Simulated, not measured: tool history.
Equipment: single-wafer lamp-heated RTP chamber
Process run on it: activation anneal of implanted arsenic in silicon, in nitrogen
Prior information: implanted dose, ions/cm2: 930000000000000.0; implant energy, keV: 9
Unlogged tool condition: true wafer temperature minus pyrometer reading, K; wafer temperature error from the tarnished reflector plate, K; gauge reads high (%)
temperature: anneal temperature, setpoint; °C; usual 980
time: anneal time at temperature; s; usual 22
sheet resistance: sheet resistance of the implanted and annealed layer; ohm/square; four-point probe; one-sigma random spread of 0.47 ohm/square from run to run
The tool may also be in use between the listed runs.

| run | day | temperature | time | wafers since the last listed run | wafers since the last pyrometer calibration | wafers since the reflector plate was cleaned | hours since the gauge calibration | read-back reference wafer on the same gauge, sheet resistance | sheet resistance |
|---|---|---|---|---|---|---|---|---|---|
| 1 | 0.000 | 980 | 22 | 0 | 63 | 6330 | 592.9 | 172.94 | 185.34 |
| 2 | 1.467 | 980 | 22 | 575 | 638 | 6905 | 628.1 | 172.94 | 186.07 |
| 3 | 2.650 | 980 | 22 | 463 | 1102 | 7369 | 656.5 | 172.73 | 185.96 |
| 4 | 3.475 | 980 | 22 | 323 | 1426 | 7692 | 676.3 | 173.02 | 185.93 |
| 5 | 4.192 | 980 | 22 | 280 | 1707 | 7973 | 693.5 | 173.06 | 186.33 |
| 6 | 5.471 | 980 | 22 | 501 | 2208 | 8475 | 724.2 | 173.01 | 187.04 |
| 7 | 6.375 | 980 | 22 | 354 | 2563 | 8829 | 745.9 | 173.02 | 185.98 |
|  | 8.025 | pyrometer window cleaned and pyrometer calibrated |
| 8 | 8.046 | 980 | 22 | 524 | 7 | 9354 | 786.0 | 173.20 | 186.50 |
| 9 | 8.229 | 980 | 22 | 71 | 79 | 9426 | 790.4 | 172.90 | 186.17 |
|  | 8.812 | gauge calibrated |
| 10 | 8.925 | 980 | 22 | 272 | 352 | 9698 | 2.7 | 169.31 | 181.84 |
| 11 | 9.500 | 980 | 22 | 225 | 578 | 9924 | 16.5 | 169.46 | 182.20 |
| 12 | 10.825 | 980 | 22 | 519 | 1097 | 10443 | 48.3 | 170.00 | 182.85 |
| 13 | 11.667 | 1008 | 34 | 329 | 1427 | 10773 | 68.5 | 170.32 | 150.90 |
| 14 | 12.346 | 980 | 32 | 266 | 1693 | 11040 | 84.8 | 170.42 | 174.25 |
| 15 | 12.992 | 957 | 22 | 253 | 1947 | 11293 | 100.3 | 170.71 | 201.32 |
| 16 | 14.254 | 1000 | 9 | 494 | 2442 | 11788 | 130.6 | 171.17 | 191.37 |
|  | 15.217 | pyrometer window cleaned and pyrometer calibrated |
| 17 | 15.729 | 993 | 22 | 447 | 201 | 12235 | 166.0 | 171.37 | 174.70 |
| 18 | 17.200 | 980 | 17 | 576 | 778 | 12812 | 201.3 | 171.70 | 190.62 |
|  | 18.446 | reflector plate cleaned |
| 19 | 20.254 | 971 | 12 | 1066 | 1844 | 709 | 274.6 | 172.19 | 206.86 |
| 20 | 21.342 | 980 | 22 | 426 | 2271 | 1135 | 300.7 | 172.39 | 186.33 |

What will run 21 give?
|  | 22.129 | pyrometer window cleaned and pyrometer calibrated |
| 21 | 22.642 | 1009 | 13 | 378 | 201 | 1514 | 331.9 | ? | ? |

{"run 21": {"read-back reference wafer on the same gauge, sheet resistance": 172.51, "sheet resistance": 177.17}}
The same run, on a tool lacking any hidden state, would have yielded sheet resistance 173.54 ohm/square.
